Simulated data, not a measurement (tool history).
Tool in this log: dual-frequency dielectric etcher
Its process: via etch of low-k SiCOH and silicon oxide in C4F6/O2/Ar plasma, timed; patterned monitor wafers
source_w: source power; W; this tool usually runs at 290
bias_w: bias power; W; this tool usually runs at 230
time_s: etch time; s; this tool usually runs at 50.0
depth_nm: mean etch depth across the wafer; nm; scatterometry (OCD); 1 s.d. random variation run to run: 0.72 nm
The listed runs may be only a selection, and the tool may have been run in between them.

run   hour  source_w  bias_w  time_s  wafers since the last listed run  hours since the last wet clean  hours since the last source power generator calibration  hours since the last bias power generator calibration  hours since the last upper electrode change  hours since the gauge calibration  read-back reference wafer on the same gauge, depth_nm  depth_nm
  1    0.0       290     188    50.0                                 0                            45.8                                                     70.8                                                 2251.3                                       2965.5                              821.2                                                  127.0     122.6
  2   14.2       290     188    50.0                               211                            60.0                                                     85.0                                                 2265.5                                       2979.7                              835.4                                                  126.9     123.6
  3   29.5       290     230    50.0                               228                            75.3                                                    100.3                                                 2280.8                                       2995.0                              850.7                                                  127.0     137.9
  4   45.2       290     230    50.0                               234                            91.0                                                    116.0                                                 2296.5                                       3010.7                              866.4                                                  127.0     139.4
      51.4  -- gauge calibrated
  5   61.4       340     230    56.5                               241                           107.2                                                    132.2                                                 2312.7                                       3026.9                               10.0                                                  127.1     166.9
  6   71.9       290     230    55.0                               156                           117.7                                                    142.7                                                 2323.2                                       3037.4                               20.5                                                  127.1     154.0
  7   83.4       290     230    50.0                               171                           129.2                                                    154.2                                                 2334.7                                       3048.9                               32.0                                                  126.9     138.4
     100.1  -- bias power generator calibrated
  8  100.9       290     204    50.0                               201                           146.7                                                    171.7                                                    0.8                                       3066.4                               49.5                                                  127.0     130.9
  9  114.1       330     230    50.0                               196                           159.9                                                    184.9                                                   14.0                                       3079.6                               62.7                                                  126.9     148.0
 10  124.2       360     286    50.0                               150                           170.0                                                    195.0                                                   24.1                                       3089.7                               72.8                                                  127.0     170.1
 11  131.2       290     230    50.0                               104                           177.0                                                    202.0                                                   31.1                                       3096.7                               79.8                                                  126.9     139.5
 12  137.4       290     230    50.0                                92                           183.2                                                    208.2                                                   37.3                                       3102.9                               86.0                                                  126.8     139.6
 13  154.5       290     230    50.0                               254                           200.3                                                    225.3                                                   54.4                                       3120.0                              103.1                                                  127.0     140.6
 14  207.7       290     230    50.0                               793                           253.5                                                    278.5                                                  107.6                                       3173.2                              156.3                                                  127.0     140.3
     232.2  -- upper electrode replaced
 15  232.7       290     174    50.0                                14                           278.5                                                    303.5                                                  132.6                                          0.5                              181.3                                                  127.0     121.8
 16  239.6       290     230    50.0                               102                           285.4                                                    310.4                                                  139.5                                          7.4                              188.2                                                  127.2     141.1
 17  256.9       310     280    50.0                               257                           302.7                                                    327.7                                                  156.8                                         24.7                              205.5                                                  127.0     159.8
 18  263.9       340     283    37.0                               104                           309.7                                                    334.7                                                  163.8                                         31.7                              212.5                                                  127.0     123.1
 19  272.1       230     263    63.5                               122                           317.9                                                    342.9                                                  172.0                                         39.9                              220.7                                                  127.0     176.8
 20  282.7       290     230    40.0                               158                           328.5                                                    353.5                                                  182.6                                         50.5                              231.3                                                  127.1     111.9
 21  289.2       290     230    62.0                                96                           335.0                                                    360.0                                                  189.1                                         57.0                              237.8                                                  127.0     175.4
 22  303.8       260     286    39.0                               217                           349.6                                                    374.6                                                  203.7                                         71.6                              252.4                                                  127.1     120.2
 23  313.5       290     230    59.5                               144                           359.3                                                    384.3                                                  213.4                                         81.3                              262.1                                                  127.1     168.6
 24  326.2       260     230    50.0                               189                           372.0                                                    397.0                                                  226.1                                         94.0                              274.8                                                  126.9     137.0
 25  334.0       290     230    50.0                               116                           379.8                                                    404.8                                                  233.9                                        101.8                              282.6                                                  126.9     141.1
 26  344.3       250     263    57.0                               153                           390.1                                                    415.1                                                  244.2                                        112.1                              292.9                                                  127.0     165.0
 27  360.8       250     230    62.0                               246                           406.6                                                    431.6                                                  260.7                                        128.6                              309.4                                                  127.0     166.3
 28  373.9       290     230    45.0                               195                           419.7                                                    444.7                                                  273.8                                        141.7                              322.5                                                  126.9     127.6
 29  388.7       290     230    50.0                               220                           434.5                                                    459.5                                                  288.6                                        156.5                              337.3                                                  127.0     142.6

Subtracting, for every run, the result it would have given without the tool's unlogged condition from the measured result gives the following. The same run-to-run variation enters both numbers; the gauge's scatter may not:
Hidden state present: etch rate over this chamber's usual, %; source power that arrives over what is set, %; bias power that arrives over what is set, %; gauge reads high (%).
run  depth_nm
  1      +1.1
  2      +1.2
  3      +1.5
  4      +1.7
  5      +2.3
  6      +2.2
  7      +2.1
  8      +2.1
  9      +2.7
 10      +3.2
 11      +2.7
 12      +2.8
 13      +3.0
 14      +3.5
 15      +3.3
 16      +3.9
 17      +4.7
 18      +3.7
 19      +5.4
 20      +3.5
 21      +5.6
 22      +3.9
 23      +5.7
 24      +4.8
 25      +5.0
 26      +6.0
 27      +6.2
 28      +4.9
 29      +5.6
